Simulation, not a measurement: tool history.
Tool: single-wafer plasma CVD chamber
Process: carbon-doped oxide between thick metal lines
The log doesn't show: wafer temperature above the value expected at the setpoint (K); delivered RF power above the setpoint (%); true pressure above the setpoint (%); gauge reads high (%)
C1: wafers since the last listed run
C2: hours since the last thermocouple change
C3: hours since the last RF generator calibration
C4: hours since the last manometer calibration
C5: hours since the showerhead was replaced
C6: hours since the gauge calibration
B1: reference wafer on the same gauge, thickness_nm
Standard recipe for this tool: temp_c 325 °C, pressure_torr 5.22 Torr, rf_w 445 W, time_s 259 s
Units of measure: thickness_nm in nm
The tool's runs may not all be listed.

{"run": 1, "hour": 0.0, "temp_c": 322, "pressure_torr": 5.22, "rf_w": 445, "time_s": 259, "C1": 0, "C2": 2418.8, "C3": 642.7, "C4": 801.8, "C5": 3086.1, "C6": 1812.8, "B1": 1280.86, "thickness_nm": 1320.068}
{"run": 2, "hour": 75.7, "temp_c": 322, "pressure_torr": 5.22, "rf_w": 445, "time_s": 259, "C1": 330, "C2": 2494.5, "C3": 718.4, "C4": 877.5, "C5": 3161.8, "C6": 1888.5, "B1": 1282.488, "thickness_nm": 1324.684}
{"hour": 115.9, "done": "gauge calibrated"}
{"run": 3, "hour": 125.3, "temp_c": 325, "pressure_torr": 5.22, "rf_w": 445, "time_s": 259, "C1": 216, "C2": 2544.1, "C3": 768, "C4": 927.1, "C5": 3211.4, "C6": 9.4, "B1": 1278.668, "thickness_nm": 1304.161}
{"run": 4, "hour": 170.9, "temp_c": 325, "pressure_torr": 5.22, "rf_w": 445, "time_s": 259, "C1": 199, "C2": 2589.7, "C3": 813.6, "C4": 972.7, "C5": 3257, "C6": 55, "B1": 1277.727, "thickness_nm": 1313.344}
{"run": 5, "hour": 217.0, "temp_c": 325, "pressure_torr": 4.65, "rf_w": 480, "time_s": 259, "C1": 201, "C2": 2635.8, "C3": 859.7, "C4": 1018.8, "C5": 3303.1, "C6": 101.1, "B1": 1280.465, "thickness_nm": 1338.547}
{"hour": 248.6, "done": "showerhead replaced"}
{"run": 6, "hour": 286.6, "temp_c": 325, "pressure_torr": 4.65, "rf_w": 480, "time_s": 259, "C1": 268, "C2": 2705.4, "C3": 929.3, "C4": 1088.4, "C5": 38, "C6": 170.7, "B1": 1277.991, "thickness_nm": 1331.839}
{"hour": 454.8, "done": "thermocouple changed; heater temperature recalibrated"}
{"run": 7, "hour": 461.8, "temp_c": 325, "pressure_torr": 4.65, "rf_w": 480, "time_s": 259, "C1": 729, "C2": 7, "C3": 1104.5, "C4": 1263.6, "C5": 213.2, "C6": 345.9, "B1": 1278.541, "thickness_nm": 1288.094}
{"run": 8, "hour": 525.2, "temp_c": 325, "pressure_torr": 6.22, "rf_w": 500, "time_s": 259, "C1": 276, "C2": 70.4, "C3": 1167.9, "C4": 1327, "C5": 276.6, "C6": 409.3, "B1": 1279.917, "thickness_nm": 1389.877}
{"hour": 580.2, "done": "capacitance manometer re-zeroed and calibrated"}
{"run": 9, "hour": 608.8, "temp_c": 325, "pressure_torr": 6.22, "rf_w": 500, "time_s": 259, "C1": 329, "C2": 154, "C3": 1251.5, "C4": 28.6, "C5": 360.2, "C6": 492.9, "B1": 1280.338, "thickness_nm": 1382.611}
{"run": 10, "hour": 689.5, "temp_c": 325, "pressure_torr": 5.22, "rf_w": 505, "time_s": 259, "C1": 352, "C2": 234.7, "C3": 1332.2, "C4": 109.3, "C5": 440.9, "C6": 573.6, "B1": 1281.239, "thickness_nm": 1360.654}
{"run": 11, "hour": 726.6, "temp_c": 325, "pressure_torr": 5.22, "rf_w": 445, "time_s": 259, "C1": 161, "C2": 271.8, "C3": 1369.3, "C4": 146.4, "C5": 478, "C6": 610.7, "B1": 1279.436, "thickness_nm": 1267.385}
{"run": 12, "hour": 775.2, "temp_c": 325, "pressure_torr": 5.22, "rf_w": 445, "time_s": 286, "C1": 212, "C2": 320.4, "C3": 1417.9, "C4": 195, "C5": 526.6, "C6": 659.3, "B1": 1278.064, "thickness_nm": 1404.381}
{"run": 13, "hour": 876.0, "temp_c": 325, "pressure_torr": 5.22, "rf_w": 485, "time_s": 210, "C1": 439, "C2": 421.2, "C3": 1518.7, "C4": 295.8, "C5": 627.4, "C6": 760.1, "B1": 1279.532, "thickness_nm": 1084.396}
{"run": 14, "hour": 955.7, "temp_c": 325, "pressure_torr": 5.22, "rf_w": 395, "time_s": 259, "C1": 347, "C2": 500.9, "C3": 1598.4, "C4": 375.5, "C5": 707.1, "C6": 839.8, "B1": 1279.931, "thickness_nm": 1187.631}
{"run": 15, "hour": 1039.1, "temp_c": 325, "pressure_torr": 5.22, "rf_w": 445, "time_s": 232, "C1": 363, "C2": 584.3, "C3": 1681.8, "C4": 458.9, "C5": 790.5, "C6": 923.2, "B1": 1279.902, "thickness_nm": 1147.854}
{"run": 16, "hour": 1125.7, "temp_c": 325, "pressure_torr": 5.22, "rf_w": 445, "time_s": 259, "C1": 377, "C2": 670.9, "C3": 1768.4, "C4": 545.5, "C5": 877.1, "C6": 1009.8, "B1": 1281.28, "thickness_nm": 1262.994}
{"run": 17, "hour": 1220.4, "temp_c": 336, "pressure_torr": 5.22, "rf_w": 505, "time_s": 294, "C1": 413, "C2": 765.6, "C3": 1863.1, "C4": 640.2, "C5": 971.8, "C6": 1104.5, "B1": 1279.736, "thickness_nm": 1484.784}
{"hour": 1292.3, "done": "RF generator calibrated"}
{"run": 18, "hour": 1292.8, "temp_c": 325, "pressure_torr": 5.22, "rf_w": 445, "time_s": 259, "C1": 281, "C2": 838, "C3": 0.5, "C4": 712.6, "C5": 1044.2, "C6": 1176.9, "B1": 1282.122, "thickness_nm": 1323.016}
{"run": 19, "hour": 1372.8, "temp_c": 325, "pressure_torr": 5.22, "rf_w": 445, "time_s": 259, "C1": 349, "C2": 918, "C3": 80.5, "C4": 792.6, "C5": 1124.2, "C6": 1256.9, "B1": 1279.116, "thickness_nm": 1302.693}
{"run": 20, "hour": 1409.4, "temp_c": 333, "pressure_torr": 6.01, "rf_w": 445, "time_s": 259, "C1": 159, "C2": 954.6, "C3": 117.1, "C4": 829.2, "C5": 1160.8, "C6": 1293.5, "B1": 1279.159, "thickness_nm": 1307.622}
{"run": 21, "hour": 1491.8, "temp_c": 312, "pressure_torr": 5.22, "rf_w": 495, "time_s": 259, "C1": 359, "C2": 1037, "C3": 199.5, "C4": 911.6, "C5": 1243.2, "C6": 1375.9, "B1": 1279.163, "thickness_nm": 1461.585}
{"run": 22, "hour": 1547.9, "temp_c": 325, "pressure_torr": 5.22, "rf_w": 445, "time_s": 294, "C1": 244, "C2": 1093.1, "C3": 255.6, "C4": 967.7, "C5": 1299.3, "C6": 1432, "B1": 1280.168, "thickness_nm": 1482.585}
{"run": 23, "hour": 1593.4, "temp_c": 325, "pressure_torr": 5.22, "rf_w": 395, "time_s": 240, "C1": 198, "C2": 1138.6, "C3": 301.1, "C4": 1013.2, "C5": 1344.8, "C6": 1477.5, "B1": 1278.069, "thickness_nm": 1137.967}
{"run": 24, "hour": 1677.4, "temp_c": 331, "pressure_torr": 4.49, "rf_w": 420, "time_s": 289, "C1": 366, "C2": 1222.6, "C3": 385.1, "C4": 1097.2, "C5": 1428.8, "C6": 1561.5, "B1": 1280.363, "thickness_nm": 1345.5}
{"run": 25, "hour": 1716.4, "temp_c": 325, "pressure_torr": 5.22, "rf_w": 475, "time_s": 259, "C1": 170, "C2": 1261.6, "C3": 424.1, "C4": 1136.2, "C5": 1467.8, "C6": 1600.5, "B1": 1280.871, "thickness_nm": 1354.49}
{"run": 26, "hour": 1802.2, "temp_c": 311, "pressure_torr": 5.22, "rf_w": 445, "time_s": 259, "C1": 374, "C2": 1347.4, "C3": 509.9, "C4": 1222, "C5": 1553.6, "C6": 1686.3, "B1": 1281.988, "thickness_nm": 1387.273}
{"run": 27, "hour": 1850.9, "temp_c": 325, "pressure_torr": 6.22, "rf_w": 390, "time_s": 259, "C1": 212, "C2": 1396.1, "C3": 558.6, "C4": 1270.7, "C5": 1602.3, "C6": 1735, "B1": 1280.491, "thickness_nm": 1255.174}
{"run": 28, "hour": 1904.8, "temp_c": 325, "pressure_torr": 5.22, "rf_w": 445, "time_s": 259, "C1": 235, "C2": 1450, "C3": 612.5, "C4": 1324.6, "C5": 1656.2, "C6": 1788.9, "B1": 1281.053, "thickness_nm": 1318.649}
{"hour": 1936.8, "done": "gauge calibrated"}
{"hour": 1964.8, "done": "capacitance manometer re-zeroed and calibrated"}
{"run": 29, "hour": 1990.0, "temp_c": 325, "pressure_torr": 5.22, "rf_w": 445, "time_s": 259, "C1": 336, "C2": 1535.2, "C3": 697.7, "C4": 25.2, "C5": 1741.4, "C6": 53.2, "B1": 1279.492, "thickness_nm": 1298.649}

Below are 3 alternative next runs, each starting from the tool's condition after run 29. Predict each:
{"run": "A", "hour": 1990.5, "temp_c": 325, "pressure_torr": 5.22, "rf_w": 445, "time_s": 229, "C1": 2, "C2": 1535.7, "C3": 698.2, "C4": 25.7, "C5": 1741.9, "C6": 53.7, "B1": "?", "thickness_nm": "?"}
{"run": "B", "hour": 1990.5, "temp_c": 340, "pressure_torr": 4.06, "rf_w": 470, "time_s": 240, "C1": 2, "C2": 1535.7, "C3": 698.2, "C4": 25.7, "C5": 1741.9, "C6": 53.7, "B1": "?", "thickness_nm": "?"}
{"run": "C", "hour": 1990.5, "temp_c": 325, "pressure_torr": 4.77, "rf_w": 530, "time_s": 236, "C1": 2, "C2": 1535.7, "C3": 698.2, "C4": 25.7, "C5": 1741.9, "C6": 53.7, "B1": "?", "thickness_nm": "?"}

run=A B1=1278.12 thickness_nm=1151.951
run=B B1=1278.12 thickness_nm=1119.083
run=C B1=1278.12 thickness_nm=1273.011
Take away the tool's hidden state, keep each run's random variation, and the runs would have read:
run=A thickness_nm=1146.144
run=B thickness_nm=1114.376
run=C thickness_nm=1264.511
